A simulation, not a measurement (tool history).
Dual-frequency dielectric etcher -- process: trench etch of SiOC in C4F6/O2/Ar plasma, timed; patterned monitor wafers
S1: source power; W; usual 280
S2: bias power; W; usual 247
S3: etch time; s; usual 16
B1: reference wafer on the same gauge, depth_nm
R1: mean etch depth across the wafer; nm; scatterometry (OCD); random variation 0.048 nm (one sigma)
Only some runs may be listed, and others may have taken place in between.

{"run": 1, "hour": 0.0, "S1": 280, "S2": 247, "S3": 16, "B1": 34.7, "R1": 32.08}
{"run": 2, "hour": 11.7, "S1": 280, "S2": 247, "S3": 16, "B1": 34.7, "R1": 31.92}
{"run": 3, "hour": 18.3, "S1": 280, "S2": 247, "S3": 16, "B1": 34.7, "R1": 31.99}
{"run": 4, "hour": 26.5, "S1": 280, "S2": 247, "S3": 16, "B1": 34.7, "R1": 31.99}
{"run": 5, "hour": 35.2, "S1": 280, "S2": 247, "S3": 16, "B1": 34.7, "R1": 31.94}
{"run": 6, "hour": 44.6, "S1": 280, "S2": 289, "S3": 16, "B1": 34.7, "R1": 33.08}
{"run": 7, "hour": 61.7, "S1": 280, "S2": 289, "S3": 16, "B1": 34.7, "R1": 32.92}
{"run": 8, "hour": 67.7, "S1": 230, "S2": 263, "S3": 16, "B1": 34.7, "R1": 29.7}
{"run": 9, "hour": 116.1, "S1": 230, "S2": 263, "S3": 16, "B1": 34.71, "R1": 29.9}
{"run": 10, "hour": 116.5, "S1": 230, "S2": 263, "S3": 16, "B1": 34.69, "R1": 30}
{"run": 11, "hour": 116.8, "S1": 350, "S2": 220, "S3": 21, "B1": 34.71, "R1": 45.61}
{"run": 12, "hour": 117.1, "S1": 280, "S2": 205, "S3": 11, "B1": 34.7, "R1": 21.38}
{"run": 13, "hour": 130.5, "S1": 300, "S2": 277, "S3": 13.5, "B1": 34.7, "R1": 28.68}
{"run": 14, "hour": 140.6, "S1": 280, "S2": 247, "S3": 16, "B1": 34.71, "R1": 32.07}
{"run": 15, "hour": 158.1, "S1": 280, "S2": 247, "S3": 16, "B1": 34.7, "R1": 32.22}
{"run": 16, "hour": 168.9, "S1": 330, "S2": 218, "S3": 13.5, "B1": 34.7, "R1": 28.43}
{"run": 17, "hour": 180.3, "S1": 280, "S2": 247, "S3": 16, "B1": 34.71, "R1": 32.16}
{"run": 18, "hour": 193.1, "S1": 280, "S2": 247, "S3": 16, "B1": 34.7, "R1": 32.13}
{"run": 19, "hour": 200.3, "S1": 280, "S2": 247, "S3": 16, "B1": 34.7, "R1": 32.26}
{"run": 20, "hour": 210.0, "S1": 250, "S2": 276, "S3": 16, "B1": 34.7, "R1": 31.26}
{"run": 21, "hour": 223.1, "S1": 320, "S2": 274, "S3": 12.5, "B1": 34.7, "R1": 27.2}
{"run": 22, "hour": 229.6, "S1": 310, "S2": 188, "S3": 18, "B1": 34.7, "R1": 36.04}
{"run": 23, "hour": 237.2, "S1": 310, "S2": 266, "S3": 14.5, "B1": 34.7, "R1": 30.91}
{"run": 24, "hour": 250.5, "S1": 280, "S2": 213, "S3": 11.5, "B1": 34.7, "R1": 22.47}
{"run": 25, "hour": 262.2, "S1": 320, "S2": 247, "S3": 16, "B1": 34.7, "R1": 34.02}
{"run": 26, "hour": 272.8, "S1": 220, "S2": 229, "S3": 16, "B1": 34.71, "R1": 28.44}
{"run": 27, "hour": 284.7, "S1": 310, "S2": 189, "S3": 20, "B1": 34.7, "R1": 39.91}
{"run": 28, "hour": 301.8, "S1": 280, "S2": 247, "S3": 16, "B1": 34.7, "R1": 32.07}
{"run": 29, "hour": 312.4, "S1": 280, "S2": 226, "S3": 16, "B1": 34.7, "R1": 31.53}
{"run": 30, "hour": 323.8, "S1": 280, "S2": 247, "S3": 13.5, "B1": 34.7, "R1": 27.13}
{"run": 31, "hour": 341.8, "S1": 230, "S2": 207, "S3": 19.5, "B1": 34.69, "R1": 34.57}

Missing from the log above: 5 entries noted between runs. For each, name the pair of listed runs it sits between and say how the tool's hidden condition differs from the listed run just before to the listed run just after:
In the gap between runs 8 and 9: upper electrode replaced (hour 93.6); source power generator calibrated (hour 96.7); bias power generator calibrated (hour 111.9); wet clean of the chamber (hour 115.6)
  etch rate over this chamber's usual, %: -1.02 -> -0.115
  difference, measured minus the result without the unlogged condition, R1: -0.31 -> -0.03 nm
In the gap between runs 20 and 21: gauge calibrated (hour 217.7)
  etch rate over this chamber's usual, %: -0.326 -> -0.355
  difference, measured minus the result without the unlogged condition, R1: -0.1 -> -0.1 nm
